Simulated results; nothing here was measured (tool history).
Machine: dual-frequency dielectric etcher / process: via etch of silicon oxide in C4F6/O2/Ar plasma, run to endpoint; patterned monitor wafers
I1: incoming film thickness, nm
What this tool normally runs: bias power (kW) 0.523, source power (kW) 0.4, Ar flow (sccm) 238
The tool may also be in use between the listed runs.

run 1 hour=0 | bias_power_(kW)=0.523 source_power_(kW)=0.4 Ar_flow_(sccm)=238 | I1=149.6 | endpoint_time_(s)=30.3
run 2 hour=7 | bias_power_(kW)=0.523 source_power_(kW)=0.34 Ar_flow_(sccm)=238 | I1=148.8 | endpoint_time_(s)=33.5
run 3 hour=13.8 | bias_power_(kW)=0.523 source_power_(kW)=0.34 Ar_flow_(sccm)=238 | I1=149.2 | endpoint_time_(s)=33.6
run 4 hour=24.6 | bias_power_(kW)=0.523 source_power_(kW)=0.4 Ar_flow_(sccm)=238 | I1=147.5 | endpoint_time_(s)=30
run 5 hour=41.8 | bias_power_(kW)=0.523 source_power_(kW)=0.4 Ar_flow_(sccm)=238 | I1=149.7 | endpoint_time_(s)=30
-- hour=73 wet clean of the chamber
-- hour=84.9 upper electrode replaced
-- hour=101.8 Ar flow controller replaced
-- hour=105.6 wet clean of the chamber, repeated, since the last time left the tool worse
run 6 hour=106.1 | bias_power_(kW)=0.467 source_power_(kW)=0.4 Ar_flow_(sccm)=238 | I1=148.5 | endpoint_time_(s)=32.3
run 7 hour=106.4 | bias_power_(kW)=0.523 source_power_(kW)=0.36 Ar_flow_(sccm)=238 | I1=147.6 | endpoint_time_(s)=32.9
run 8 hour=106.7 | bias_power_(kW)=0.523 source_power_(kW)=0.36 Ar_flow_(sccm)=238 | I1=147.3 | endpoint_time_(s)=32.9
run 9 hour=107 | bias_power_(kW)=0.523 source_power_(kW)=0.36 Ar_flow_(sccm)=238 | I1=148.5 | endpoint_time_(s)=32.9
run 10 hour=107.4 | bias_power_(kW)=0.523 source_power_(kW)=0.5 Ar_flow_(sccm)=280 | I1=147.8 | endpoint_time_(s)=27.7
run 11 hour=108.7 | bias_power_(kW)=0.59 source_power_(kW)=0.4 Ar_flow_(sccm)=195 | I1=147 | endpoint_time_(s)=29.1
run 12 hour=118.8 | bias_power_(kW)=0.585 source_power_(kW)=0.4 Ar_flow_(sccm)=222 | I1=148 | endpoint_time_(s)=29.7
run 13 hour=131.2 | bias_power_(kW)=0.523 source_power_(kW)=0.48 Ar_flow_(sccm)=192 | I1=149 | endpoint_time_(s)=27.3
-- hour=148.1 source power generator calibrated
run 14 hour=148.6 | bias_power_(kW)=0.523 source_power_(kW)=0.46 Ar_flow_(sccm)=238 | I1=148 | endpoint_time_(s)=28.5
-- hour=154 bias power generator calibrated
run 15 hour=157.1 | bias_power_(kW)=0.523 source_power_(kW)=0.4 Ar_flow_(sccm)=192 | I1=147.5 | endpoint_time_(s)=30
run 16 hour=165 | bias_power_(kW)=0.523 source_power_(kW)=0.4 Ar_flow_(sccm)=238 | I1=147.6 | endpoint_time_(s)=30.8
run 17 hour=178.9 | bias_power_(kW)=0.459 source_power_(kW)=0.4 Ar_flow_(sccm)=184 | I1=149.6 | endpoint_time_(s)=31.9
run 18 hour=194.6 | bias_power_(kW)=0.523 source_power_(kW)=0.4 Ar_flow_(sccm)=238 | I1=147.3 | endpoint_time_(s)=30.7
run 19 hour=211.6 | bias_power_(kW)=0.523 source_power_(kW)=0.4 Ar_flow_(sccm)=238 | I1=147.7 | endpoint_time_(s)=30.5

Measured result minus the same run's result without the hidden state. Both carry the same run-to-run variation, though not necessarily the same gauge scatter:
The tool's hidden condition here consists of: etch rate over this chamber's usual, %; bias power that arrives over what is set, %; source power that arrives over what is set, %; Ar flow that arrives over what is set, %.
run=1 endpoint_time_(s)=-0.9
run=2 endpoint_time_(s)=-1.1
run=3 endpoint_time_(s)=-1.1
run=4 endpoint_time_(s)=-1
run=5 endpoint_time_(s)=-1
run=6 endpoint_time_(s)=+0
run=7 endpoint_time_(s)=+0
run=8 endpoint_time_(s)=+0
run=9 endpoint_time_(s)=+0
run=10 endpoint_time_(s)=+0
run=11 endpoint_time_(s)=+0
run=12 endpoint_time_(s)=+0
run=13 endpoint_time_(s)=+0
run=14 endpoint_time_(s)=+0
run=15 endpoint_time_(s)=-0.1
run=16 endpoint_time_(s)=-0.1
run=17 endpoint_time_(s)=-0.1
run=18 endpoint_time_(s)=-0.2
run=19 endpoint_time_(s)=-0.2
